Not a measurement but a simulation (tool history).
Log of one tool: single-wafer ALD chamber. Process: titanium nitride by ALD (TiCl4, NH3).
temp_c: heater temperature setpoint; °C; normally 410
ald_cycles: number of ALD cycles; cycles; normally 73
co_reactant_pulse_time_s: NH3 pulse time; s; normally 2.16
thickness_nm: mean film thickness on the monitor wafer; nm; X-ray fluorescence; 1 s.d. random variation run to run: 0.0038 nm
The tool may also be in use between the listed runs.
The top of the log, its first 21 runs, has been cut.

| run | hour | temp_c | ald_cycles | co_reactant_pulse_time_s | read-back reference wafer on the same gauge, thickness_nm | thickness_nm |
|---|---|---|---|---|---|---|
| 22 | 1218.6 | 410 | 73 | 2.16 | 1.66 | 1.538 |
| 23 | 1273.9 | 410 | 63 | 2.66 | 1.66 | 1.338 |
| 24 | 1322.8 | 410 | 73 | 2.16 | 1.66 | 1.53 |
| 25 | 1381.8 | 410 | 65 | 1.54 | 1.66 | 1.359 |
| 26 | 1446 | 418 | 63 | 2.59 | 1.661 | 1.34 |
| 27 | 1487.5 | 402 | 63 | 2.41 | 1.66 | 1.335 |
| 28 | 1551.5 | 410 | 73 | 2.16 | 1.66 | 1.538 |
|  | 1589.7 | gauge calibrated |
| 29 | 1613.1 | 410 | 87 | 2.16 | 1.66 | 1.839 |
| 30 | 1670.5 | 399 | 73 | 2.42 | 1.66 | 1.536 |
|  | 1679.7 | thermocouple changed; heater temperature recalibrated |
| 31 | 1727 | 418 | 79 | 2.72 | 1.66 | 1.675 |
| 32 | 1770.4 | 410 | 73 | 2.62 | 1.66 | 1.539 |
| 33 | 1836.9 | 423 | 61 | 1.78 | 1.66 | 1.284 |
| 34 | 1897.1 | 423 | 85 | 1.42 | 1.66 | 1.776 |
| 35 | 1922.1 | 410 | 67 | 2.16 | 1.66 | 1.412 |
| 36 | 1980.3 | 410 | 73 | 1.78 | 1.659 | 1.534 |
| 37 | 2022.7 | 410 | 83 | 2.16 | 1.661 | 1.747 |

Run 38 comes next. What will it give?
| 38 | 2094.2 | 410 | 73 | 2.16 | ? | ? |

{"run 38": {"read-back reference wafer on the same gauge, thickness_nm": 1.661, "thickness_nm": 1.542}}
Without the tool's hidden state the same run would have given thickness_nm 1.542 nm.

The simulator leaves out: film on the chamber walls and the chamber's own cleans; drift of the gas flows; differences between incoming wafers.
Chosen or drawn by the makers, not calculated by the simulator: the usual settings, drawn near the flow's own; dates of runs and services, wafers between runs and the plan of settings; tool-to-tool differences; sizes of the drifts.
